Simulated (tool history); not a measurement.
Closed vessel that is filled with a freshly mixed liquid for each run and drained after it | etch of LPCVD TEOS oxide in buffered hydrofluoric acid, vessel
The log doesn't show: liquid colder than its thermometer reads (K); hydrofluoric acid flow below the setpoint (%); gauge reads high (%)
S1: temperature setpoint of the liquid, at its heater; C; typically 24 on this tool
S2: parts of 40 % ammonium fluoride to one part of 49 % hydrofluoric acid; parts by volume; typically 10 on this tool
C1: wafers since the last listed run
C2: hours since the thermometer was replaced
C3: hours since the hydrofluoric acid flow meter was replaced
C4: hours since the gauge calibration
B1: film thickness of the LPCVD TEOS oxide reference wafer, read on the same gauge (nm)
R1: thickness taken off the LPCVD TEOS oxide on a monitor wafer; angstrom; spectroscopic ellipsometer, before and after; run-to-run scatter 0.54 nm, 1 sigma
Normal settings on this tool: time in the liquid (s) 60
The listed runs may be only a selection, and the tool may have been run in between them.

{"run": 1, "day": 0.0, "S1": 24, "S2": 10, "time in the liquid (s)": 60, "C1": 0, "C2": 1683.2, "C3": 368.7, "C4": 156.9, "B1": 49.99, "R1": 1154.7}
{"run": 2, "day": 0.629, "S1": 24, "S2": 10, "time in the liquid (s)": 60, "C1": 1378, "C2": 1698.3, "C3": 383.8, "C4": 172, "B1": 50.02, "R1": 1154}
{"run": 3, "day": 1.029, "S1": 24, "S2": 10, "time in the liquid (s)": 60, "C1": 876, "C2": 1707.9, "C3": 393.4, "C4": 181.6, "B1": 49.99, "R1": 1145.6}
{"run": 4, "day": 1.517, "S1": 24, "S2": 10, "time in the liquid (s)": 60, "C1": 1068, "C2": 1719.6, "C3": 405.1, "C4": 193.3, "B1": 50.02, "R1": 1148.2}
{"run": 5, "day": 1.808, "S1": 24, "S2": 10, "time in the liquid (s)": 60, "C1": 639, "C2": 1726.6, "C3": 412.1, "C4": 200.3, "B1": 50, "R1": 1147.8}
{"run": 6, "day": 2.125, "S1": 24, "S2": 10, "time in the liquid (s)": 60, "C1": 694, "C2": 1734.2, "C3": 419.7, "C4": 207.9, "B1": 49.98, "R1": 1145.9}
{"run": 7, "day": 2.8, "S1": 24, "S2": 13, "time in the liquid (s)": 60, "C1": 1479, "C2": 1750.4, "C3": 435.9, "C4": 224.1, "B1": 50.03, "R1": 889.7}
{"day": 3.242, "done": "hydrofluoric acid flow meter replaced"}
{"run": 8, "day": 3.262, "S1": 24, "S2": 10, "time in the liquid (s)": 60, "C1": 922, "C2": 1761.5, "C3": 0.5, "C4": 235.2, "B1": 49.99, "R1": 1168.9}
{"run": 9, "day": 3.804, "S1": 24, "S2": 10, "time in the liquid (s)": 60, "C1": 1187, "C2": 1774.5, "C3": 13.5, "C4": 248.2, "B1": 49.98, "R1": 1168.7}
{"run": 10, "day": 4.425, "S1": 24, "S2": 10, "time in the liquid (s)": 60, "C1": 1360, "C2": 1789.4, "C3": 28.4, "C4": 263.1, "B1": 50.02, "R1": 1164.8}
{"run": 11, "day": 4.842, "S1": 24, "S2": 10, "time in the liquid (s)": 60, "C1": 913, "C2": 1799.4, "C3": 38.4, "C4": 273.1, "B1": 50, "R1": 1171.8}
{"run": 12, "day": 5.383, "S1": 24, "S2": 10, "time in the liquid (s)": 60, "C1": 1187, "C2": 1812.4, "C3": 51.4, "C4": 286.1, "B1": 49.95, "R1": 1169.8}
{"run": 13, "day": 6.033, "S1": 24, "S2": 10, "time in the liquid (s)": 60, "C1": 1424, "C2": 1828, "C3": 67, "C4": 301.7, "B1": 49.99, "R1": 1173.6}
{"run": 14, "day": 6.625, "S1": 24, "S2": 10, "time in the liquid (s)": 60, "C1": 1296, "C2": 1842.2, "C3": 81.2, "C4": 315.9, "B1": 49.98, "R1": 1165.4}
{"run": 15, "day": 7.2, "S1": 27.5, "S2": 10, "time in the liquid (s)": 45, "C1": 1260, "C2": 1856, "C3": 95, "C4": 329.7, "B1": 49.95, "R1": 1053.9}
{"run": 16, "day": 7.808, "S1": 24, "S2": 10, "time in the liquid (s)": 60, "C1": 1333, "C2": 1870.6, "C3": 109.6, "C4": 344.3, "B1": 49.99, "R1": 1163.2}
{"run": 17, "day": 8.504, "S1": 24, "S2": 10, "time in the liquid (s)": 40, "C1": 1525, "C2": 1887.3, "C3": 126.3, "C4": 361, "B1": 50.01, "R1": 776.2}
{"run": 18, "day": 9.025, "S1": 24, "S2": 10, "time in the liquid (s)": 60, "C1": 1141, "C2": 1899.8, "C3": 138.8, "C4": 373.5, "B1": 49.98, "R1": 1169.1}
{"run": 19, "day": 9.521, "S1": 21, "S2": 9, "time in the liquid (s)": 45, "C1": 1086, "C2": 1911.7, "C3": 150.7, "C4": 385.4, "B1": 50.02, "R1": 803.4}
{"day": 9.675, "done": "thermometer replaced"}
{"run": 20, "day": 10.262, "S1": 22, "S2": 11, "time in the liquid (s)": 85, "C1": 1534, "C2": 14.1, "C3": 168.5, "C4": 403.2, "B1": 50, "R1": 1346.5}
{"day": 10.55, "done": "gauge calibrated"}
{"run": 21, "day": 10.933, "S1": 24, "S2": 12.5, "time in the liquid (s)": 60, "C1": 1470, "C2": 30.2, "C3": 184.6, "C4": 9.2, "B1": 49.99, "R1": 929.3}
{"run": 22, "day": 11.333, "S1": 24, "S2": 10, "time in the liquid (s)": 80, "C1": 876, "C2": 39.8, "C3": 194.2, "C4": 18.8, "B1": 49.98, "R1": 1555}
{"run": 23, "day": 11.679, "S1": 21.5, "S2": 14, "time in the liquid (s)": 35, "C1": 757, "C2": 48.1, "C3": 202.5, "C4": 27.1, "B1": 50, "R1": 425.3}
{"run": 24, "day": 12.004, "S1": 22, "S2": 7, "time in the liquid (s)": 45, "C1": 712, "C2": 55.9, "C3": 210.3, "C4": 34.9, "B1": 50, "R1": 1100.8}
{"run": 25, "day": 12.533, "S1": 26, "S2": 13.5, "time in the liquid (s)": 70, "C1": 1159, "C2": 68.6, "C3": 223, "C4": 47.6, "B1": 50.01, "R1": 1135.8}
{"run": 26, "day": 12.983, "S1": 24, "S2": 13, "time in the liquid (s)": 60, "C1": 986, "C2": 79.4, "C3": 233.8, "C4": 58.4, "B1": 50.01, "R1": 894.3}
{"run": 27, "day": 13.367, "S1": 24, "S2": 10, "time in the liquid (s)": 60, "C1": 840, "C2": 88.6, "C3": 243, "C4": 67.6, "B1": 50, "R1": 1161.7}
{"run": 28, "day": 14.033, "S1": 24, "S2": 10, "time in the liquid (s)": 60, "C1": 1461, "C2": 104.6, "C3": 259, "C4": 83.6, "B1": 50, "R1": 1162.4}
{"run": 29, "day": 14.333, "S1": 24, "S2": 10, "time in the liquid (s)": 40, "C1": 657, "C2": 111.8, "C3": 266.2, "C4": 90.8, "B1": 50, "R1": 771.4}
{"run": 30, "day": 14.896, "S1": 24, "S2": 10, "time in the liquid (s)": 60, "C1": 1232, "C2": 125.3, "C3": 279.7, "C4": 104.3, "B1": 49.97, "R1": 1163.5}
{"run": 31, "day": 15.467, "S1": 26, "S2": 11.5, "time in the liquid (s)": 30, "C1": 1251, "C2": 139, "C3": 293.4, "C4": 118, "B1": 50.03, "R1": 559.9}
{"run": 32, "day": 16.104, "S1": 22.5, "S2": 8, "time in the liquid (s)": 60, "C1": 1397, "C2": 154.3, "C3": 308.7, "C4": 133.3, "B1": 49.99, "R1": 1282.6}
{"run": 33, "day": 16.829, "S1": 28.5, "S2": 10, "time in the liquid (s)": 60, "C1": 1588, "C2": 171.7, "C3": 326.1, "C4": 150.7, "B1": 49.98, "R1": 1471}
{"run": 34, "day": 17.129, "S1": 22.5, "S2": 6.5, "time in the liquid (s)": 35, "C1": 657, "C2": 178.9, "C3": 333.3, "C4": 157.9, "B1": 49.97, "R1": 934.1}

Predict each of these 3 candidate next runs independently; none follows another, all start after run 34:
{"run": "A", "day": 17.158, "S1": 24, "S2": 10, "time in the liquid (s)": 30, "C1": 63, "C2": 179.6, "C3": 334, "C4": 158.6, "B1": "?", "R1": "?"}
{"run": "B", "day": 17.158, "S1": 24, "S2": 7, "time in the liquid (s)": 30, "C1": 63, "C2": 179.6, "C3": 334, "C4": 158.6, "B1": "?", "R1": "?"}
{"run": "C", "day": 17.158, "S1": 21.5, "S2": 7, "time in the liquid (s)": 90, "C1": 63, "C2": 179.6, "C3": 334, "C4": 158.6, "B1": "?", "R1": "?"}

run=A B1=50 R1=581.1
run=B B1=50 R1=813.6
run=C B1=50 R1=2127.7
Without the tool's hidden state the same runs would have given:
run=A R1=590.9
run=B R1=828.7
run=C R1=2167.4
